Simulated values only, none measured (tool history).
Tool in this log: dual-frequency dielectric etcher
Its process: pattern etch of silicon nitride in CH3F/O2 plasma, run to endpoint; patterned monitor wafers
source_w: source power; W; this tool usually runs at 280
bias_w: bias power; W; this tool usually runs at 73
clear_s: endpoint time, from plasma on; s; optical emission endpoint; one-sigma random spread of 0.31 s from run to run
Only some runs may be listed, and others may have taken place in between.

run   hour  source_w  bias_w  incoming incoming film thickness, nm  clear_s
  1    0.0       280      73                                  53.9     80.6
      28.6  -- wet clean of the chamber
  2   68.7       280      73                                  53.8     80.4
  3   95.5       280      73                                  53.8     80.2
  4  145.8       240      73                                  54.1     86.3
  5  171.3       240      73                                  53.9     86.1
  6  209.0       240      73                                  53.3     84.9
  7  259.5       280      80                                  54.0     78.3
  8  294.1       280      73                                  53.8     80.5
  9  322.5       280      73                                  54.1     81.1
 10  373.8       280      73                                  53.7     80.1
 11  445.4       250      59                                  54.3     91.6
     489.4  -- upper electrode replaced, of another model than before
     491.4  -- wet clean of the chamber
 12  499.8       280      73                                  53.3     79.2
 13  549.3       270      73                                  53.5     80.6
 14  609.6       270      73                                  54.1     81.1
 15  678.5       270      73                                  53.9     81.1
 16  713.4       280      73                                  54.3     80.5
 17  772.8       250      73                                  54.0     83.3
     801.9  -- source power generator calibrated
     832.3  -- bias power generator calibrated
 18  841.5       240      73                                  54.0     83.1
 19  912.4       280      65                                  54.2     81.3

The next listed run, before its measurement:
 20  942.5       260      90                                  53.6        ?

clear_s: 77.2 s
On a tool with no hidden condition, and with the same random variation, this run would have come out at clear_s 77.1 s.
